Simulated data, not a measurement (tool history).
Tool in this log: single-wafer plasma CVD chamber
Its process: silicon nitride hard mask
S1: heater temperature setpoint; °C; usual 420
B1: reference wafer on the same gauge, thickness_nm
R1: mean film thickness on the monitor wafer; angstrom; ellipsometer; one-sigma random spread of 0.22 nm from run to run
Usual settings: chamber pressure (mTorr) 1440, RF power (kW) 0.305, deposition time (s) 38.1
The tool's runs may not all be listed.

run 1 hour=0 | S1=420 chamber_pressure_(mTorr)=1440 RF_power_(kW)=0.305 deposition_time_(s)=38.1 | B1=42.014 | R1=359.33
run 2 hour=34 | S1=420 chamber_pressure_(mTorr)=1440 RF_power_(kW)=0.305 deposition_time_(s)=38.1 | B1=41.99 | R1=356.5
run 3 hour=50.2 | S1=420 chamber_pressure_(mTorr)=1440 RF_power_(kW)=0.305 deposition_time_(s)=38.1 | B1=42.027 | R1=359
run 4 hour=78.7 | S1=420 chamber_pressure_(mTorr)=1440 RF_power_(kW)=0.305 deposition_time_(s)=38.1 | B1=41.938 | R1=355.67
run 5 hour=99.4 | S1=420 chamber_pressure_(mTorr)=1440 RF_power_(kW)=0.305 deposition_time_(s)=38.1 | B1=41.97 | R1=350.46
-- hour=134.1 gauge calibrated
-- hour=142.4 showerhead replaced
-- hour=149.4 capacitance manometer re-zeroed and calibrated
-- hour=154.5 RF generator calibrated
run 6 hour=155 | S1=420 chamber_pressure_(mTorr)=1670 RF_power_(kW)=0.305 deposition_time_(s)=38.1 | B1=41.957 | R1=401.33
run 7 hour=155.3 | S1=420 chamber_pressure_(mTorr)=1670 RF_power_(kW)=0.305 deposition_time_(s)=38.1 | B1=41.985 | R1=401.31
run 8 hour=182.5 | S1=420 chamber_pressure_(mTorr)=1670 RF_power_(kW)=0.305 deposition_time_(s)=38.1 | B1=41.952 | R1=402.66
run 9 hour=200.6 | S1=420 chamber_pressure_(mTorr)=1440 RF_power_(kW)=0.305 deposition_time_(s)=33.6 | B1=42.048 | R1=329.33
-- hour=212.3 thermocouple changed; heater temperature recalibrated
run 10 hour=214.3 | S1=429 chamber_pressure_(mTorr)=1560 RF_power_(kW)=0.32 deposition_time_(s)=38.1 | B1=41.971 | R1=404.58
run 11 hour=237.7 | S1=429 chamber_pressure_(mTorr)=1540 RF_power_(kW)=0.305 deposition_time_(s)=38.1 | B1=41.992 | R1=382.14
run 12 hour=272.7 | S1=420 chamber_pressure_(mTorr)=1440 RF_power_(kW)=0.305 deposition_time_(s)=38.1 | B1=41.98 | R1=375
run 13 hour=289.8 | S1=425 chamber_pressure_(mTorr)=1150 RF_power_(kW)=0.28 deposition_time_(s)=31.9 | B1=42.007 | R1=260.5
run 14 hour=321.1 | S1=420 chamber_pressure_(mTorr)=1350 RF_power_(kW)=0.265 deposition_time_(s)=38.1 | B1=41.992 | R1=326.41
run 15 hour=335.5 | S1=412 chamber_pressure_(mTorr)=1220 RF_power_(kW)=0.305 deposition_time_(s)=38.1 | B1=42.012 | R1=346.44
run 16 hour=357.7 | S1=426 chamber_pressure_(mTorr)=1440 RF_power_(kW)=0.25 deposition_time_(s)=38.1 | B1=41.976 | R1=319.18
-- hour=359.2 gauge calibrated
run 17 hour=377.6 | S1=430 chamber_pressure_(mTorr)=1280 RF_power_(kW)=0.305 deposition_time_(s)=38.1 | B1=41.999 | R1=348.51
run 18 hour=394.7 | S1=420 chamber_pressure_(mTorr)=1440 RF_power_(kW)=0.305 deposition_time_(s)=38.1 | B1=42.003 | R1=375.23

4 ways to go on from here, each from the tool as it stands after run 18. What would each give?
run A hour=395.1 | S1=409 chamber_pressure_(mTorr)=1440 RF_power_(kW)=0.305 deposition_time_(s)=38.1 | B1=? | R1=?
run B hour=395.1 | S1=420 chamber_pressure_(mTorr)=1220 RF_power_(kW)=0.285 deposition_time_(s)=38.1 | B1=? | R1=?
run C hour=395.1 | S1=420 chamber_pressure_(mTorr)=1440 RF_power_(kW)=0.325 deposition_time_(s)=38.1 | B1=? | R1=?
run D hour=395.1 | S1=420 chamber_pressure_(mTorr)=1440 RF_power_(kW)=0.345 deposition_time_(s)=44.2 | B1=? | R1=?

run=A B1=42.004 R1=376.83
run=B B1=42.004 R1=325.94
run=C B1=42.004 R1=392.89
run=D B1=42.004 R1=475.54
What these runs would have given with no unlogged condition in the tool:
run=A R1=380.3
run=B R1=329.03
run=C R1=396.51
run=D R1=479.72
